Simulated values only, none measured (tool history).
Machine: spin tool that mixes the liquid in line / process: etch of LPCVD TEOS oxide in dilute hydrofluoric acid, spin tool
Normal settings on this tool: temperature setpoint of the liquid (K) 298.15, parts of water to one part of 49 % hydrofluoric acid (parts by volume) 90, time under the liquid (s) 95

run    hour  temperature setpoint of the liquid (K)  parts of water to one part of 49 % hydrofluoric acid (parts by volume)  time under the liquid (s)  read-back film thickness of the LPCVD TEOS oxide reference wafer, read on the same gauge (nm)  thickness taken off the LPCVD TEOS oxide on a monitor wafer (angstrom)
  1     0.0                                  298.15                                                                      90                         95                                                                                          60.00                                                                   580.7
  2    46.6                                  297.15                                                                      90                         95                                                                                          60.05                                                                   558.4
  3   156.6                                  298.15                                                                     105                         95                                                                                          59.98                                                                   493.3
  4   219.0                                  298.15                                                                      90                         95                                                                                          60.01                                                                   584.7
  5   246.2                                  298.15                                                                      90                         95                                                                                          60.01                                                                   586.5
  6   311.2                                  298.15                                                                      90                         95                                                                                          59.97                                                                   589.7
  7   338.6                                  298.15                                                                      90                         55                                                                                          60.00                                                                   344.0
  8   415.8                                  298.15                                                                      90                         55                                                                                          60.02                                                                   343.4
  9   471.9                                  298.15                                                                      90                         95                                                                                          59.99                                                                   596.5
 10   523.5                                  298.15                                                                      90                         95                                                                                          59.99                                                                   599.4
 11   566.2                                  298.15                                                                      55                         95                                                                                          60.00                                                                  1030.7
      605.0  -- thermometer replaced
      621.4  -- gauge calibrated
      675.6  -- hydrofluoric acid flow meter replaced
 12   733.9                                  294.15                                                                      60                         65                                                                                          59.98                                                                   482.3
 13   768.4                                  301.65                                                                     130                         60                                                                                          60.02                                                                   254.9
 14   804.1                                  298.15                                                                      90                        145                                                                                          60.03                                                                   817.1
 15   833.0                                  298.15                                                                     105                         95                                                                                          59.97                                                                   452.8
 16   864.7                                  301.65                                                                      70                        140                                                                                          60.02                                                                  1202.2
 17   921.0                                  295.65                                                                      90                         95                                                                                          60.00                                                                   491.5
 18   951.8                                  298.15                                                                      50                         95                                                                                          60.03                                                                  1028.1
 19   991.4                                  298.15                                                                     125                         95                                                                                          60.02                                                                   374.4
 20  1030.9                                  294.15                                                                      60                         65                                                                                          60.04                                                                   495.0
 21  1089.2                                  298.15                                                                      90                         95                                                                                          60.00                                                                   545.6
 22  1133.1                                  302.15                                                                      90                         95                                                                                          59.98                                                                   640.5

Pick out some run-to-run changes in thickness taken off the LPCVD TEOS oxide on a monitor wafer (angstrom). Of each, how much would a tool without hidden state show as well, from the settings, what came in and chance, and how much is left for the hidden state and any gauge scatter not in both results compared?
The hidden state here: liquid hotter than its thermometer reads (K); hydrofluoric acid flow above the setpoint (%); gauge reads high (%).
Run 10 -> 11: parts of water to one part of 49 % hydrofluoric acid (parts by volume) 90 -> 55. thickness taken off the LPCVD TEOS oxide on a monitor wafer (angstrom) +431.3: hidden state +50.9, all else +380.4.
Run 11 -> 12: temperature setpoint of the liquid (K) 298.15 -> 294.15, parts of water to one part of 49 % hydrofluoric acid (parts by volume) 55 -> 60, time under the liquid (s) 95 -> 65, thermometer replaced, gauge calibrated, hydrofluoric acid flow meter replaced. thickness taken off the LPCVD TEOS oxide on a monitor wafer (angstrom) -548.4: hidden state -116.4, all else -432.0.
Run 15 -> 16: temperature setpoint of the liquid (K) 298.15 -> 301.65, parts of water to one part of 49 % hydrofluoric acid (parts by volume) 105 -> 70, time under the liquid (s) 95 -> 140. thickness taken off the LPCVD TEOS oxide on a monitor wafer (angstrom) +749.4: hidden state +14.7, all else +734.7.
Run 16 -> 17: temperature setpoint of the liquid (K) 301.65 -> 295.65, parts of water to one part of 49 % hydrofluoric acid (parts by volume) 70 -> 90, time under the liquid (s) 140 -> 95. thickness taken off the LPCVD TEOS oxide on a monitor wafer (angstrom) -710.7: hidden state -11.4, all else -699.3.

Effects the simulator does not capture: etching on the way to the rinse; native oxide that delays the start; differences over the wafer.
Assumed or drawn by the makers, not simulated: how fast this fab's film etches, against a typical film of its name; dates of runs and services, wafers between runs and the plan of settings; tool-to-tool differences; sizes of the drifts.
